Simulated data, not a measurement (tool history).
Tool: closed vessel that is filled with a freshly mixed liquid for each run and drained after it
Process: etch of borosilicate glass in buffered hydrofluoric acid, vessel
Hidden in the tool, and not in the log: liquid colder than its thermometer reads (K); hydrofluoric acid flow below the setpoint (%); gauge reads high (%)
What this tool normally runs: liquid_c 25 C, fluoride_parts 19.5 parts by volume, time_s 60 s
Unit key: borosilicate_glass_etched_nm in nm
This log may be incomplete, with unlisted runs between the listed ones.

run   hour  liquid_c  fluoride_parts  time_s  wafers since the last listed run  hours since the thermometer was replaced  hours since the hydrofluoric acid flow meter was replaced  hours since the gauge calibration  read-back film thickness of the borosilicate glass reference wafer, read on the same gauge (nm)  borosilicate_glass_etched_nm
  1      0        25            19.5      60                                 0                                    2351.8                                                     1868.5                              417.9                                                                                           119.99                         39.17
  2   24.3        25            19.5      60                              2500                                    2376.1                                                     1892.8                              442.2                                                                                           120.01                         39.01
  3   50.5        25            19.5      60                              2696                                    2402.3                                                       1919                              468.4                                                                                           120.01                          38.9
  4   83.6        25            19.5      60                              3406                                    2435.4                                                     1952.1                              501.5                                                                                           120.02                         38.12
  5  143.9        25            19.5      60                              6205                                    2495.7                                                     2012.4                              561.8                                                                                           120.01                         38.52
  6  175.7        25            16.5      60                              3272                                    2527.5                                                     2044.2                              593.6                                                                                           119.97                          43.5
  7  209.9        27            19.5      60                              3519                                    2561.7                                                     2078.4                              627.8                                                                                           120.01                         43.05
  8  229.8      27.5            19.5      60                              2047                                    2581.6                                                     2098.3                              647.7                                                                                           119.97                         44.16
  9    248      27.5            19.5      60                              1873                                    2599.8                                                     2116.5                              665.9                                                                                           119.99                         43.56
     261.8  -- gauge calibrated
 10  270.2      22.5            19.5      60                              2284                                      2622                                                     2138.7                                8.4                                                                                           119.99                         33.06
 11  357.7        25              16      60                              9004                                    2709.5                                                     2226.2                               95.9                                                                                           119.99                         44.31
 12  385.5        25              16      60                              2860                                    2737.3                                                       2254                              123.7                                                                                           120.01                         44.28
 13  412.5        25              16      60                              2778                                    2764.3                                                       2281                              150.7                                                                                           120.01                         44.25
 14  435.1        25            19.5      60                              2325                                    2786.9                                                     2303.6                              173.3                                                                                           119.99                         37.52
       468  -- hydrofluoric acid flow meter replaced
 15  468.5        25            19.5      60                              3334                                    2820.3                                                        0.5                              206.7                                                                                              120                         42.04
 16  495.3      23.5              24      80                              2758                                    2847.1                                                       27.3                              233.5                                                                                              120                         44.48
     509.5  -- thermometer replaced
 17  529.2        25            15.5      60                              3385                                      19.7                                                       61.2                              267.4                                                                                           119.99                         57.38
 18  554.7        28            12.5      95                              2624                                      45.2                                                       86.7                              292.9                                                                                              120                         130.4
 19  574.7        28              24      60                              2058                                      65.2                                                      106.7                              312.9                                                                                           119.97                         45.92
 20  604.3        25            19.5      60                              3046                                      94.8                                                      136.3                              342.5                                                                                              120                         45.69
 21  633.1        27            23.5      40                              2963                                     123.6                                                      165.1                              371.3                                                                                              120                         29.11
 22  657.3        25            19.5      60                              2490                                     147.8                                                      189.3                              395.5                                                                                              120                         44.96
 23  679.2        30            23.5      80                              2253                                     169.7                                                      211.2                              417.4                                                                                           120.01                         68.16
 24  692.6      20.5            14.5      35                              1379                                     183.1                                                      224.6                              430.8                                                                                              120                         27.45
 25  717.6      22.5            19.5      60                              2572                                     208.1                                                      249.6                              455.8                                                                                           119.99                          39.3
 26  749.2      26.5            23.5      30                              3252                                     239.7                                                      281.2                              487.4                                                                                           119.99                         21.18
 27  778.4        27            23.5      80                              3005                                     268.9                                                      310.4                              516.6                                                                                           120.02                         58.04
 28  797.2        25              23      60                              1934                                     287.7                                                      329.2                              535.4                                                                                           119.99                            40
 29  830.3        25            17.5      60                              3406                                     320.8                                                      362.3                              568.5                                                                                           120.02                         49.63
 30  860.5        25            19.5      60                              3107                                       351                                                      392.5                              598.7                                                                                           119.98                         44.31
 31  891.4        23              13      75                              3179                                     381.9                                                      423.4                              629.6                                                                                              120                         73.69
 32  945.8        21              17      45                              5598                                     436.3                                                      477.8                                684                                                                                              120                         30.44

Run-by-run hidden state of the tool:
gauge reads high (%): 0, the same for each run
H1: liquid colder than its thermometer reads (K)
H2: hydrofluoric acid flow below the setpoint (%)
run     H1     H2
  1   1.39   11.9
  2   1.41   12.1
  3   1.42   12.2
  4   1.44   12.4
  5   1.48   12.7
  6   1.49   12.9
  7   1.51   13.1
  8   1.53   13.2
  9   1.54   13.3
 10   1.55   13.4
 11    1.6   13.9
 12   1.62   14.1
 13   1.63   14.2
 14   1.64   14.3
 15   1.66  0.237
 16   1.68  0.385
 17  0.133  0.572
 18  0.147  0.713
 19  0.159  0.824
 20  0.176  0.987
 21  0.192   1.15
 22  0.206   1.28
 23  0.219    1.4
 24  0.227   1.47
 25  0.241   1.61
 26  0.259   1.79
 27  0.276   1.95
 28  0.287   2.05
 29  0.306   2.24
 30  0.324    2.4
 31  0.341   2.57
 32  0.373   2.87
